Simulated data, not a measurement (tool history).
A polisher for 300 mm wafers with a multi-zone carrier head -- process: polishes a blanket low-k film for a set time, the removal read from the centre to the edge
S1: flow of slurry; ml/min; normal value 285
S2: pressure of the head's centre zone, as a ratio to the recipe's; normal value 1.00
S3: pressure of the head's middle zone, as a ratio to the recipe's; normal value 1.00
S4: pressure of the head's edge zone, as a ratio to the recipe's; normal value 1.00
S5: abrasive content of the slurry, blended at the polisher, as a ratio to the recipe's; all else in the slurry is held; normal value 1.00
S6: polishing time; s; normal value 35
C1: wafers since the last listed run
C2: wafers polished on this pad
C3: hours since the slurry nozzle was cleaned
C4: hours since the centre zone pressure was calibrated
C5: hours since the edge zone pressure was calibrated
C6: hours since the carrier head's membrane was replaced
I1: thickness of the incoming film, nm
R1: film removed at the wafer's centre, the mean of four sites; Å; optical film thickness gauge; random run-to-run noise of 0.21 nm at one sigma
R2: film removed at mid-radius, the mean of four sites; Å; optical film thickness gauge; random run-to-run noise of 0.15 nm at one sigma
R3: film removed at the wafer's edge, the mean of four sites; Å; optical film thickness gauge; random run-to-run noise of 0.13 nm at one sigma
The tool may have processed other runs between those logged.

run	day	S1	S2	S3	S4	S5	S6	C1	C2	C3	C4	C5	C6	I1	R1	R2	R3
1	0.000	235	1.00	1.00	1.00	1.00	35	0	1421	14.3	223.3	132.2	1378.0	527.6	132	136	132
# day 1.296: carrier head's membrane replaced by a new one
2	2.800	285	1.00	1.00	1.00	0.85	35	689	2111	81.5	290.5	199.4	36.1	528.8	121	122	122
3	6.983	285	1.00	1.00	1.00	0.85	35	1112	3223	181.9	390.9	299.8	136.5	531.7	116	119	118
4	10.788	230	1.00	1.00	1.00	1.00	35	1011	4234	273.2	482.2	391.1	227.8	524.3	126	128	127
5	12.350	210	1.00	1.00	0.96	1.00	35	415	4650	310.7	519.7	428.6	265.3	529.5	123	128	123
# day 13.229: worn pad replaced by a new one
# day 14.312: edge zone pressure recalibrated
6	16.083	285	1.00	1.00	1.00	1.00	35	926	737	400.3	609.3	42.5	354.9	522.8	138	141	141
# day 17.738: slurry nozzle cleaned
7	18.017	285	1.00	1.00	0.91	1.00	40	502	1240	6.7	655.7	88.9	401.3	530.2	154	157	151
8	21.921	285	1.00	1.00	1.00	1.00	35	1037	2278	100.4	749.4	182.6	495.0	534.6	129	132	132
9	23.571	340	1.00	1.04	0.92	1.00	35	438	2716	140.0	789.0	222.2	534.6	538.2	133	140	126
10	25.529	285	1.00	1.08	1.00	1.00	35	520	3237	187.0	836.0	269.2	581.6	532.0	129	142	132
# day 28.412: centre zone pressure recalibrated
11	28.475	285	1.00	1.00	1.00	1.00	30	761	3998	257.7	1.5	339.9	652.3	531.3	110	113	110
# day 31.879: edge zone pressure recalibrated
12	32.354	285	1.00	1.00	1.00	1.00	35	1009	5007	350.8	94.6	11.4	745.4	526.3	129	128	128
# day 34.000: worn pad replaced by a new one
13	34.021	285	1.12	1.08	1.00	1.20	35	398	5	390.8	134.6	51.4	785.4	526.2	182	172	161
14	38.354	285	0.89	1.00	1.00	1.00	35	1152	1157	494.8	238.6	155.4	889.4	530.8	122	140	138
# day 39.917: slurry nozzle cleaned
15	40.779	285	0.89	1.00	1.00	1.00	35	633	1791	20.7	296.8	213.6	947.6	535.5	119	136	135
16	43.567	330	1.00	1.00	1.00	0.90	35	741	2532	87.6	363.7	280.5	1014.5	528.5	124	128	126
17	45.283	285	0.94	1.00	1.00	1.00	35	456	2988	128.8	404.9	321.7	1055.7	533.8	123	133	131
18	49.733	370	1.00	1.00	1.00	1.00	31	1183	4171	235.6	511.7	428.5	1162.5	521.2	117	118	116
# day 50.154: worn pad replaced by a new one
# day 51.104: edge zone pressure recalibrated
19	51.421	285	1.00	1.00	1.07	0.75	35	382	314	276.1	552.2	7.6	1203.0	527.5	123	123	125
20	53.454	230	0.89	1.00	0.92	1.00	35	540	854	324.9	601.0	56.4	1251.8	533.7	120	139	133

Forecast each of these 5 alternatives for the next run:
A	53.471	285	1.00	1.00	1.00	1.00	35	4	859	325.3	601.4	56.8	1252.2	529.4	?	?	?
B	53.471	285	1.00	1.00	0.95	1.00	35	4	859	325.3	601.4	56.8	1252.2	529.4	?	?	?
C	53.471	285	1.00	0.90	1.00	1.10	35	4	859	325.3	601.4	56.8	1252.2	529.4	?	?	?
D	53.471	285	1.00	1.10	1.00	1.00	35	4	859	325.3	601.4	56.8	1252.2	529.4	?	?	?
E	53.471	285	0.88	1.00	1.00	1.00	35	4	859	325.3	601.4	56.8	1252.2	529.4	?	?	?

run	R1	R2	R3
A	136	141	141
B	136	141	138
C	143	136	148
D	136	153	141
E	120	142	141
With no hidden state in the tool, these same runs would have given:
run	R1	R2	R3
A	146	151	151
B	146	151	147
C	153	145	158
D	146	164	150
E	128	151	151
